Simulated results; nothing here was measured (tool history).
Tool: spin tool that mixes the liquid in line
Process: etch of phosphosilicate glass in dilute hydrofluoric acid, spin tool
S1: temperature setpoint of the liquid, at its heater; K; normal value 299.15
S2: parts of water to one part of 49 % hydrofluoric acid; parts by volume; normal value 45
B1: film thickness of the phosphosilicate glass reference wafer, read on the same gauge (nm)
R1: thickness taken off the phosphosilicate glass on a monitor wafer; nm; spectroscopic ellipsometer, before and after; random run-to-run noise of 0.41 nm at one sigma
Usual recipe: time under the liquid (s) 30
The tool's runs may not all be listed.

{"run": 1, "hour": 0.0, "S1": 299.15, "S2": 45, "time under the liquid (s)": 30, "B1": 100.0, "R1": 91.4}
{"hour": 20.2, "done": "thermometer replaced"}
{"run": 2, "hour": 57.8, "S1": 299.15, "S2": 45, "time under the liquid (s)": 30, "B1": 100.01, "R1": 91.73}
{"run": 3, "hour": 103.6, "S1": 301.65, "S2": 60, "time under the liquid (s)": 30, "B1": 99.99, "R1": 74.01}
{"run": 4, "hour": 189.6, "S1": 301.65, "S2": 60, "time under the liquid (s)": 30, "B1": 100.0, "R1": 74.84}
{"run": 5, "hour": 237.3, "S1": 301.65, "S2": 60, "time under the liquid (s)": 30, "B1": 99.99, "R1": 74.48}
{"run": 6, "hour": 359.8, "S1": 301.65, "S2": 45, "time under the liquid (s)": 15, "B1": 100.02, "R1": 50.21}
{"run": 7, "hour": 464.8, "S1": 301.65, "S2": 45, "time under the liquid (s)": 15, "B1": 100.02, "R1": 50.05}
{"run": 8, "hour": 502.5, "S1": 301.65, "S2": 45, "time under the liquid (s)": 15, "B1": 100.01, "R1": 50.66}
{"run": 9, "hour": 588.1, "S1": 299.15, "S2": 45, "time under the liquid (s)": 30, "B1": 100.01, "R1": 91.02}
{"run": 10, "hour": 686.3, "S1": 303.65, "S2": 35, "time under the liquid (s)": 45, "B1": 99.98, "R1": 211.51}
{"run": 11, "hour": 777.9, "S1": 302.65, "S2": 45, "time under the liquid (s)": 40, "B1": 100.0, "R1": 137.77}
{"hour": 828.4, "done": "thermometer replaced"}
{"run": 12, "hour": 902.7, "S1": 302.15, "S2": 45, "time under the liquid (s)": 40, "B1": 100.01, "R1": 134.15}
{"run": 13, "hour": 990.7, "S1": 302.65, "S2": 55, "time under the liquid (s)": 35, "B1": 100.02, "R1": 97.21}
{"hour": 1014.3, "done": "hydrofluoric acid flow meter replaced"}
{"run": 14, "hour": 1051.0, "S1": 301.65, "S2": 45, "time under the liquid (s)": 15, "B1": 100.02, "R1": 51.78}

Run 15, settings as shown, results not yet in. Your forecast:
{"run": 15, "hour": 1156.2, "S1": 299.15, "S2": 45, "time under the liquid (s)": 50, "B1": "?", "R1": "?"}

Run 15 came out at B1 99.97, R1 155.18 nm.
Without the tool's hidden state the same run would have given R1 156.28 nm.

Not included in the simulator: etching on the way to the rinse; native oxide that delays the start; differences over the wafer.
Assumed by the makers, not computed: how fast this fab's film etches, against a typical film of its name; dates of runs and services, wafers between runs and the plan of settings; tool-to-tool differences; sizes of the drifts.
